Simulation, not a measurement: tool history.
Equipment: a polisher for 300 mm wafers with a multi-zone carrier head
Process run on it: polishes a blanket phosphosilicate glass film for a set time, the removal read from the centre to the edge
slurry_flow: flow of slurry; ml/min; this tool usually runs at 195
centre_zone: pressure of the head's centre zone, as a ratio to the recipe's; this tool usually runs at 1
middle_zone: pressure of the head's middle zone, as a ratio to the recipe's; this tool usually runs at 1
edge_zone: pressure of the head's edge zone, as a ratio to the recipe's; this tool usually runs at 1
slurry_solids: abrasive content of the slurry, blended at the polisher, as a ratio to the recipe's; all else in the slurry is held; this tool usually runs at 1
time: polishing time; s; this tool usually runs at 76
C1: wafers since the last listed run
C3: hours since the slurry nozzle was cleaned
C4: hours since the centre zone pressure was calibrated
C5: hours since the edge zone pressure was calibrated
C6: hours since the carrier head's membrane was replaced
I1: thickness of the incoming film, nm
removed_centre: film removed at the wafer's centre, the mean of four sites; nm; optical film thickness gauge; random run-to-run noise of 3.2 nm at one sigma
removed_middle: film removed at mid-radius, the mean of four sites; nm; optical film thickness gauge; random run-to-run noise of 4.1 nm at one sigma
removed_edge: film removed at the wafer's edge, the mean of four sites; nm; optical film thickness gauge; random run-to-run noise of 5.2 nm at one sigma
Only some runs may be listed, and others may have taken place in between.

run 1 hour=0 | slurry_flow=195 centre_zone=1 middle_zone=1.04 edge_zone=1 slurry_solids=1 time=76 | C1=0 wafers_polished_on_this_pad=23 C3=268.1 C4=109.5 C5=357.4 C6=242.7 | I1=3424.9 | removed_centre=405.9 removed_middle=420.7 removed_edge=412.8
-- hour=93.1 slurry nozzle cleaned
run 2 hour=184.9 | slurry_flow=195 centre_zone=1 middle_zone=1 edge_zone=0.91 slurry_solids=1 time=76 | C1=1966 wafers_polished_on_this_pad=1990 C3=91.8 C4=294.4 C5=542.3 C6=427.6 | I1=3322.2 | removed_centre=401.1 removed_middle=392 removed_edge=398.5
run 3 hour=217.4 | slurry_flow=195 centre_zone=1 middle_zone=1 edge_zone=0.91 slurry_solids=1 time=76 | C1=347 wafers_polished_on_this_pad=2337 C3=124.3 C4=326.9 C5=574.8 C6=460.1 | I1=3343.3 | removed_centre=391.6 removed_middle=398.6 removed_edge=380.8
run 4 hour=250 | slurry_flow=195 centre_zone=1 middle_zone=1 edge_zone=1 slurry_solids=1 time=84 | C1=348 wafers_polished_on_this_pad=2686 C3=156.9 C4=359.5 C5=607.4 C6=492.7 | I1=3348.1 | removed_centre=431.1 removed_middle=435.3 removed_edge=435
-- hour=277.5 worn pad replaced by a new one
run 5 hour=297.5 | slurry_flow=195 centre_zone=1 middle_zone=1 edge_zone=1 slurry_solids=1 time=84 | C1=465 wafers_polished_on_this_pad=213 C3=204.4 C4=407 C5=654.9 C6=540.2 | I1=3388.3 | removed_centre=448.4 removed_middle=442.9 removed_edge=452.3
run 6 hour=350.3 | slurry_flow=195 centre_zone=1 middle_zone=1 edge_zone=1 slurry_solids=1 time=84 | C1=564 wafers_polished_on_this_pad=778 C3=257.2 C4=459.8 C5=707.7 C6=593 | I1=3368.8 | removed_centre=451.6 removed_middle=442.9 removed_edge=463.9
-- hour=361.5 slurry nozzle cleaned
run 7 hour=389.6 | slurry_flow=195 centre_zone=0.97 middle_zone=1 edge_zone=1 slurry_solids=1 time=76 | C1=409 wafers_polished_on_this_pad=1187 C3=28.1 C4=499.1 C5=747 C6=632.3 | I1=3330.9 | removed_centre=393.2 removed_middle=399.2 removed_edge=412.6
run 8 hour=509.4 | slurry_flow=195 centre_zone=0.97 middle_zone=1 edge_zone=1 slurry_solids=1 time=76 | C1=1280 wafers_polished_on_this_pad=2468 C3=147.9 C4=618.9 C5=866.8 C6=752.1 | I1=3354.4 | removed_centre=385.4 removed_middle=397.1 removed_edge=399.1
-- hour=553.3 worn pad replaced by a new one
run 9 hour=576.3 | slurry_flow=195 centre_zone=0.97 middle_zone=1 edge_zone=1 slurry_solids=1 time=76 | C1=672 wafers_polished_on_this_pad=245 C3=214.8 C4=685.8 C5=933.7 C6=819 | I1=3374.7 | removed_centre=390.2 removed_middle=401 removed_edge=419.3
run 10 hour=609.1 | slurry_flow=230 centre_zone=1.12 middle_zone=1 edge_zone=1 slurry_solids=1 time=76 | C1=350 wafers_polished_on_this_pad=596 C3=247.6 C4=718.6 C5=966.5 C6=851.8 | I1=3360.9 | removed_centre=463.4 removed_middle=408.4 removed_edge=415.8
run 11 hour=670.4 | slurry_flow=195 centre_zone=0.89 middle_zone=1.08 edge_zone=1 slurry_solids=1 time=76 | C1=655 wafers_polished_on_this_pad=1252 C3=308.9 C4=779.9 C5=1027.8 C6=913.1 | I1=3387.1 | removed_centre=360.7 removed_middle=415.6 removed_edge=415.2
-- hour=671.6 slurry nozzle cleaned
-- hour=683.2 centre zone pressure recalibrated
run 12 hour=710.8 | slurry_flow=195 centre_zone=1 middle_zone=1 edge_zone=1 slurry_solids=1 time=76 | C1=399 wafers_polished_on_this_pad=1651 C3=39.2 C4=27.6 C5=1068.2 C6=953.5 | I1=3397.1 | removed_centre=394.4 removed_middle=405.3 removed_edge=415.7
-- hour=747.5 carrier head's membrane replaced by a new one
run 13 hour=765 | slurry_flow=265 centre_zone=1 middle_zone=1 edge_zone=0.88 slurry_solids=1 time=52 | C1=526 wafers_polished_on_this_pad=2177 C3=93.4 C4=81.8 C5=1122.4 C6=17.5 | I1=3417.4 | removed_centre=283.5 removed_middle=284.1 removed_edge=271.8
run 14 hour=816.8 | slurry_flow=130 centre_zone=0.92 middle_zone=1 edge_zone=1 slurry_solids=1 time=76 | C1=553 wafers_polished_on_this_pad=2731 C3=145.2 C4=133.6 C5=1174.2 C6=69.3 | I1=3377.8 | removed_centre=337.2 removed_middle=365.7 removed_edge=378.1
-- hour=875.5 worn pad replaced by a new one
-- hour=876.2 edge zone pressure recalibrated
run 15 hour=876.7 | slurry_flow=195 centre_zone=1 middle_zone=1 edge_zone=1 slurry_solids=1 time=76 | C1=589 wafers_polished_on_this_pad=4 C3=205.1 C4=193.5 C5=0.5 C6=129.2 | I1=3387.9 | removed_centre=404.1 removed_middle=404.5 removed_edge=414.8
run 16 hour=918.9 | slurry_flow=195 centre_zone=1 middle_zone=1 edge_zone=1 slurry_solids=1 time=76 | C1=451 wafers_polished_on_this_pad=456 C3=247.3 C4=235.7 C5=42.7 C6=171.4 | I1=3343.7 | removed_centre=407.8 removed_middle=396.4 removed_edge=414.8
run 17 hour=983.7 | slurry_flow=195 centre_zone=1 middle_zone=1 edge_zone=0.88 slurry_solids=1 time=90 | C1=692 wafers_polished_on_this_pad=1148 C3=312.1 C4=300.5 C5=107.5 C6=236.2 | I1=3363.2 | removed_centre=476.3 removed_middle=474.9 removed_edge=455.4
-- hour=1009.8 slurry nozzle cleaned
run 18 hour=1050.4 | slurry_flow=195 centre_zone=1 middle_zone=1 edge_zone=1 slurry_solids=1 time=76 | C1=702 wafers_polished_on_this_pad=1851 C3=40.6 C4=367.2 C5=174.2 C6=302.9 | I1=3319.2 | removed_centre=397.6 removed_middle=389.3 removed_edge=412.8
run 19 hour=1096.2 | slurry_flow=195 centre_zone=1 middle_zone=1 edge_zone=1 slurry_solids=1 time=76 | C1=489 wafers_polished_on_this_pad=2341 C3=86.4 C4=413 C5=220 C6=348.7 | I1=3402.8 | removed_centre=389.1 removed_middle=399.2 removed_edge=401.2
-- hour=1139.9 worn pad replaced by a new one
run 20 hour=1158.6 | slurry_flow=175 centre_zone=1.05 middle_zone=1 edge_zone=1 slurry_solids=1.2 time=101 | C1=624 wafers_polished_on_this_pad=200 C3=148.8 C4=475.4 C5=282.4 C6=411.1 | I1=3302 | removed_centre=593.2 removed_middle=555.7 removed_edge=566
run 21 hour=1208.9 | slurry_flow=135 centre_zone=1.09 middle_zone=1 edge_zone=1 slurry_solids=1.2 time=76 | C1=537 wafers_polished_on_this_pad=737 C3=199.1 C4=525.7 C5=332.7 C6=461.4 | I1=3358.6 | removed_centre=431.6 removed_middle=397.6 removed_edge=422.7
run 22 hour=1245.9 | slurry_flow=150 centre_zone=1.07 middle_zone=1 edge_zone=1 slurry_solids=1 time=76 | C1=395 wafers_polished_on_this_pad=1133 C3=236.1 C4=562.7 C5=369.7 C6=498.4 | I1=3409.7 | removed_centre=413.9 removed_middle=383.4 removed_edge=412.2

Below, each run's measurement less what the same run would have read without the hidden state. Both values contain the same run-to-run variation, but the gauge's scatter may not be the same in both:
What the log doesn't record here: removal rate lost through wear of the pad, %; slurry flow missing at the pad, %; deviation of the centre zone's pressure from its setpoint, %; deviation of the edge zone's pressure from its setpoint, %.
run=1 removed_centre=-0.7 removed_middle=-0.6 removed_edge=-0.6
run=2 removed_centre=-8.3 removed_middle=-8 removed_edge=-8.2
run=3 removed_centre=-10.9 removed_middle=-11.1 removed_edge=-10.6
run=4 removed_centre=-15.8 removed_middle=-15.9 removed_edge=-15.9
run=5 removed_centre=-1.7 removed_middle=-1.6 removed_edge=-1.7
run=6 removed_centre=-2.9 removed_middle=-2.8 removed_edge=-2.9
run=7 removed_centre=-4 removed_middle=-4.1 removed_edge=-4.2
run=8 removed_centre=-12.7 removed_middle=-13.1 removed_edge=-13.1
run=9 removed_centre=-0.3 removed_middle=-0.3 removed_edge=-0.4
run=10 removed_centre=-1 removed_middle=-0.9 removed_edge=-0.9
run=11 removed_centre=-2.8 removed_middle=-3.2 removed_edge=-3.3
run=12 removed_centre=-5.5 removed_middle=-5.7 removed_edge=-5.8
run=13 removed_centre=-7.1 removed_middle=-7.1 removed_edge=-6.7
run=14 removed_centre=-13.1 removed_middle=-14.2 removed_edge=-14.7
run=15 removed_centre=-2 removed_middle=-1.9 removed_edge=-2
run=16 removed_centre=-2.3 removed_middle=-2.3 removed_edge=-2.4
run=17 removed_centre=-5.2 removed_middle=-5.3 removed_edge=-5.1
run=18 removed_centre=-8.5 removed_middle=-8.3 removed_edge=-8.9
run=19 removed_centre=-12.2 removed_middle=-12.5 removed_edge=-12.6
run=20 removed_centre=-1.7 removed_middle=-1.6 removed_edge=-1.6
run=21 removed_centre=-2.2 removed_middle=-2.1 removed_edge=-2.2
run=22 removed_centre=-3.5 removed_middle=-3.3 removed_edge=-3.6
